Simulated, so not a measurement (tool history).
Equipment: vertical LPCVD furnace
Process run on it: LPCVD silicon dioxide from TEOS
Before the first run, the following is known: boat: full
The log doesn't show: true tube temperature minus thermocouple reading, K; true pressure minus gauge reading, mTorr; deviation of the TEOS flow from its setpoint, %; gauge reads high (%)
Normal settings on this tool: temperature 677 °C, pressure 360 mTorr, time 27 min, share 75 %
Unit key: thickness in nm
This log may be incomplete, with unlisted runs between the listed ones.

run	hour	temperature	pressure	time	share	wafers since the last listed run	hours since the last temperature calibration	hours since the pressure gauge was zeroed	hours since the TEOS flow controller was replaced	hours since the gauge calibration	read-back reference wafer on the same gauge, thickness	thickness
1	0	671	360	27	86	0	2030.1	2970.7	2639.7	156.9	109.01	129.23
2	26.2	672	360	27	75	382	2056.3	2996.9	2665.9	183.1	108.96	123.87
3	56.1	677	360	27	75	436	2086.2	3026.8	2695.8	213	109.18	139.86
4	75.1	677	360	27	86	277	2105.2	3045.8	2714.8	232	108.93	150.08
5	166.7	677	360	27	86	1336	2196.8	3137.4	2806.4	323.6	108.95	149.92
# hour 203.4: pressure gauge zeroed
6	203.9	677	360	27	86	192	2234	0.5	2843.6	360.8	108.95	149.89
7	207.5	677	360	27	75	52	2237.6	4.1	2847.2	364.4	108.91	140.18
8	228.2	677	360	27	75	302	2258.3	24.8	2867.9	385.1	108.92	139.93
9	257.4	677	395	27	70	426	2287.5	54	2897.1	414.3	108.79	141.36
# hour 302.6: gauge calibrated
# hour 304.1: thermocouples replaced and temperature profile calibrated
# hour 304.2: TEOS flow controller replaced
10	304.6	671	360	27	86	337	0.5	101.2	0.4	2	109.06	118.2
11	315.2	677	360	23.5	75	154	11.1	111.8	11	12.6	108.99	110.63
12	334.6	687	435	16	70	283	30.5	131.2	30.4	32	108.93	102.59
13	368.2	677	415	27	75	490	64.1	164.8	64	65.6	108.93	137.85
14	401.1	677	315	32.5	75	480	97	197.7	96.9	98.5	109.13	144.18
15	424.4	677	360	31	75	339	120.3	221	120.2	121.8	109.22	147.26
16	458.9	685	360	19	75	503	154.8	255.5	154.7	156.3	108.99	110.38

The tool's hidden state at each run:
true pressure minus gauge reading, mTorr: 0 across all the runs
deviation of the TEOS flow from its setpoint, %: 0 across all the runs
gauge reads high (%): 0 across all the runs
H1: true tube temperature minus thermocouple reading, K
run	H1
1	3.91
2	3.93
3	3.94
4	3.95
5	3.99
6	4
7	4.01
8	4.01
9	4.02
10	0.16
11	0.208
12	0.295
13	0.442
14	0.581
15	0.676
16	0.813
